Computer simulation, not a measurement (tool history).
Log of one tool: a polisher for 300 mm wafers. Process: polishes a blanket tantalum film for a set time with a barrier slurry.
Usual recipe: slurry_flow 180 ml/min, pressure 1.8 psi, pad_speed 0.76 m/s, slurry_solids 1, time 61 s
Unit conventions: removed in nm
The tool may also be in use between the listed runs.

run    hour  slurry_flow  pressure  pad_speed  slurry_solids  time  wafers since the last listed run  wafers polished on this pad  hours since the slurry nozzle was cleaned  hours since the head pressure was calibrated  hours since the slurry blender was calibrated  incoming thickness of the incoming film, nm  removed
  1       0          205       1.8       0.76              1    61                                 0                         2892                                      518.2                                         306.6                                          219.6                                          259     81.8
       39.9  -- slurry nozzle cleaned
  2    91.8          180       1.8       0.76              1    61                               919                         3812                                       51.9                                         398.4                                          311.4                                        263.2     80.6
  3     139          180       1.8       0.76              1    61                               478                         4290                                       99.1                                         445.6                                          358.6                                        261.7     80.6
      247.4  -- worn pad replaced by a new one
      272.4  -- head pressure recalibrated
      322.5  -- slurry blender recalibrated
  4   404.5          180       1.8       0.76              1    61                              2608                         1550                                      364.6                                         132.1                                             82                                        258.9       77
  5   482.4          180       1.8       0.76            1.2    48                               789                         2339                                      442.5                                           210                                          159.9                                        261.2     62.4
  6   567.2          180       1.8       0.76            1.2    48                               859                         3198                                      527.3                                         294.8                                          244.7                                        260.2     62.8
        588  -- slurry nozzle cleaned
  7   640.7          180       1.8       0.76            1.2    48                               734                         3933                                       52.7                                         368.3                                          318.2                                        256.9     62.4
  8   684.1          180       1.8       0.76              1    61                               439                         4373                                       96.1                                         411.7                                          361.6                                        257.4     75.1
  9   747.1          180       1.8       0.76              1    61                               638                         5011                                      159.1                                         474.7                                          424.6                                        260.9     73.9
 10   852.3          180       1.8       0.76              1    61                              1065                         6077                                      264.3                                         579.9                                          529.8                                        259.3     72.3
      877.7  -- head pressure recalibrated
        887  -- slurry blender recalibrated
 11   888.8          180       1.8       0.76              1    61                               329                         6406                                      300.8                                          11.1                                            1.8                                        261.8     72.4
      914.4  -- worn pad replaced by a new one, repeated, since the last time left the tool worse
 12  1130.3          180       1.8       0.76              1    61                              2406                         2187                                      542.3                                         252.6                                          243.3                                        261.6     82.2
     1144.4  -- slurry nozzle cleaned
 13  1237.3          180       1.8       0.76            0.8    61                              1073                         3261                                       92.9                                         359.6                                          350.3                                        258.3     76.4
 14  1281.1          180       1.8       0.76            0.8    61                               443                         3704                                      136.7                                         403.4                                          394.1                                        257.1     74.7
 15  1362.8          125       1.8       0.76            1.1    61                               827                         4532                                      218.4                                         485.1                                          475.8                                        261.1     75.3
     1422.6  -- slurry blender recalibrated
     1432.3  -- head pressure recalibrated
       1453  -- worn pad replaced by a new one
 16  1461.1          120       1.8       0.76              1    45                               914                           81                                      316.7                                          28.8                                           38.5                                        260.2     55.8
 17  1510.1          220       1.8       0.76              1    43                               496                          578                                      365.7                                          77.8                                           87.5                                        262.6     59.4
 18  1562.1          180       1.8       0.76              1    61                               526                         1105                                      417.7                                         129.8                                          139.5                                        261.9     81.9
 19  1650.9          205       1.8       0.76              1    61                               899                         2004                                      506.5                                         218.6                                          228.3                                        262.4     83.9
     1692.3  -- slurry nozzle cleaned
 20  1756.1          180       2.3       0.76              1    61                              1055                         3060                                       63.8                                         323.8                                          333.5                                        261.4    102.7
 21  1812.9          180       1.8        0.6            1.1    68                               575                         3635                                      120.6                                         380.6                                          390.3                                        261.6     76.9
 22  1920.6          180       1.4       0.92              1    61                              1091                         4727                                      228.3                                         488.3                                            498                                        257.6     71.5
     1959.1  -- slurry blender recalibrated
     1971.3  -- head pressure recalibrated
     2014.5  -- worn pad replaced by a new one
 23  2021.6          155       2.2       0.76              1    61                               942                           72                                      329.3                                          50.3                                           62.5                                        260.1     96.4
 24  2106.7          180       1.8       0.76           0.85    79                               862                          934                                      414.4                                         135.4                                          147.6                                        259.3    102.9
     2287.8  -- slurry nozzle cleaned
 25  2299.9          180       1.8       0.76              1    61                              1947                         2881                                       12.1                                         328.6                                          340.8                                        259.7     81.6
 26    2373          180       1.8       0.76              1    61                               740                         3621                                       85.2                                         401.7                                          413.9                                        260.1     80.1
 27  2427.1          180       1.8       0.64              1    74                               548                         4170                                      139.3                                         455.8                                            468                                        258.7     85.3
 28  2470.1          180       1.8       0.76              1    61                               435                         4605                                      182.3                                         498.8                                            511                                        255.5     79.9
     2487.8  -- head pressure recalibrated
 29    2532          180       1.4        0.9              1    61                               606                         5212                                      244.2                                          44.2                                          572.9                                        260.7     69.8
     2590.1  -- slurry blender recalibrated
 30  2608.9          180       1.8       0.76            0.9    77                               758                         5971                                      321.1                                         121.1                                           18.8                                        258.9     94.7

Below, some changes in removed between adjacent runs. For each, the amount present without the hidden state too (settings, incoming material, random variation) and the amount remaining for the hidden state with gauge scatter not shared by both compared results:
The tool's hidden condition here consists of: removal rate lost through wear of the pad, %; slurry flow missing at the pad, %; deviation of the head's pressure from its setpoint, %; abrasive missing from the slurry, %.
Run 3 -> 4: worn pad replaced by a new one, head pressure recalibrated, slurry blender recalibrated. removed -3.6 nm: hidden state -3.5, all else -0.1.
Run 11 -> 12: worn pad replaced by a new one, repeated, since the last time left the tool worse. removed +9.8 nm: hidden state +9.3, all else +0.5.
Run 15 -> 16: slurry_flow 125 -> 120, slurry_solids 1.1 -> 1, time 61 -> 45, slurry blender recalibrated, head pressure recalibrated, worn pad replaced by a new one. removed -19.5 nm: hidden state +2.2, all else -21.7.
Run 20 -> 21: pressure 2.3 -> 1.8, pad_speed 0.76 -> 0.6, slurry_solids 1 -> 1.1, time 61 -> 68. removed -25.8 nm: hidden state -0.1, all else -25.7.
Run 22 -> 23: slurry_flow 180 -> 155, pressure 1.4 -> 2.2, pad_speed 0.92 -> 0.76, slurry blender recalibrated, head pressure recalibrated, worn pad replaced by a new one. removed +24.9 nm: hidden state +2, all else +22.9.
Run 29 -> 30: pressure 1.4 -> 1.8, pad_speed 0.9 -> 0.76, slurry_solids 1 -> 0.9, time 61 -> 77, slurry blender recalibrated. removed +24.9 nm: hidden state -2.2, all else +27.1.
